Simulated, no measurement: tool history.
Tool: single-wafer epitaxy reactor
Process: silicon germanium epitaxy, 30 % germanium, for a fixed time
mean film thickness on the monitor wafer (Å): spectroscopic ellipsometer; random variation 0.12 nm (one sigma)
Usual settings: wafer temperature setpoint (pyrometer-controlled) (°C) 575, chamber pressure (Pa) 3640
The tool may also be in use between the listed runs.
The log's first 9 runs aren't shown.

run   hour  wafer temperature setpoint (pyrometer-controlled) (°C)  chamber pressure (Pa)  read-back reference wafer on the same gauge, thickness_nm  mean film thickness on the monitor wafer (Å)
     146.4  -- showerhead replaced
 10  146.9                                                     583                   4360                                                     35.321                                        520.65
 11    155                                                     565                   3346                                                     35.318                                        350.34
 12  163.5                                                     575                   4213                                                     35.287                                        449.85
 13  172.7                                                     575                   3640                                                     35.329                                        428.03
 14  180.3                                                     575                   3640                                                     35.267                                        427.69
 15  190.3                                                     587                   3373                                                     35.276                                        508.59
 16  203.1                                                     575                   3640                                                     35.306                                        429.28
 17  215.3                                                     575                   3640                                                      35.29                                        427.45
 18  231.1                                                     584                   3293                                                     35.258                                        482.83
 19  239.1                                                     562                   4160                                                     35.277                                           359
 20  256.1                                                     585                   2973                                                     35.341                                        471.83
 21  264.1                                                     565                   4533                                                     35.291                                        389.87
 22  276.1                                                     580                   3880                                                     35.284                                        479.68
     298.4  -- capacitance manometer re-zeroed and calibrated
 23  298.9                                                     575                   3640                                                      35.24                                        428.29
 24  306.2                                                     581                   3640                                                      35.29                                        471.38
     323.1  -- pyrometer calibrated
 25  329.8                                                     575                   4106                                                     35.325                                        421.17
 26  346.1                                                     589                   2840                                                     35.289                                        471.52
 27  389.9                                                     575                   3640                                                     35.296                                        407.68
 28  405.8                                                     575                   3200                                                     35.309                                        385.74
       411  -- gauge calibrated
 29  444.1                                                     567                   4120                                                     35.304                                         370.2
 30  452.1                                                     587                   3373                                                     35.263                                        484.51
 31  462.5                                                     579                   2786                                                     35.275                                           397
 32  478.7                                                     563                   3226                                                      35.33                                         316.9
 33  493.6                                                     560                   4413                                                     35.225                                         335.5
 34  509.5                                                     580                   4546                                                     35.314                                        478.04

Forecast each of these 5 alternatives for the next run:
  A  509.9                                                     575                   3640                                                          ?                                             ?
  B  509.9                                                     571                   3040                                                          ?                                             ?
  C  509.9                                                     567                   4226                                                          ?                                             ?
  D  509.9                                                     584                   3200                                                          ?                                             ?
  E  509.9                                                     583                   3640                                                          ?                                             ?

run  read-back reference wafer on the same gauge, thickness_nm  mean film thickness on the monitor wafer (Å)
  A                                                     35.269                                        405.93
  B                                                     35.269                                        356.25
  C                                                     35.269                                         372.9
  D                                                     35.269                                        451.94
  E                                                     35.269                                         464.7
Without the tool's hidden state the same runs would have given:
run  mean film thickness on the monitor wafer (Å)
  A                                        407.13
  B                                        357.31
  C                                        374.03
  D                                        453.26
  E                                        466.06

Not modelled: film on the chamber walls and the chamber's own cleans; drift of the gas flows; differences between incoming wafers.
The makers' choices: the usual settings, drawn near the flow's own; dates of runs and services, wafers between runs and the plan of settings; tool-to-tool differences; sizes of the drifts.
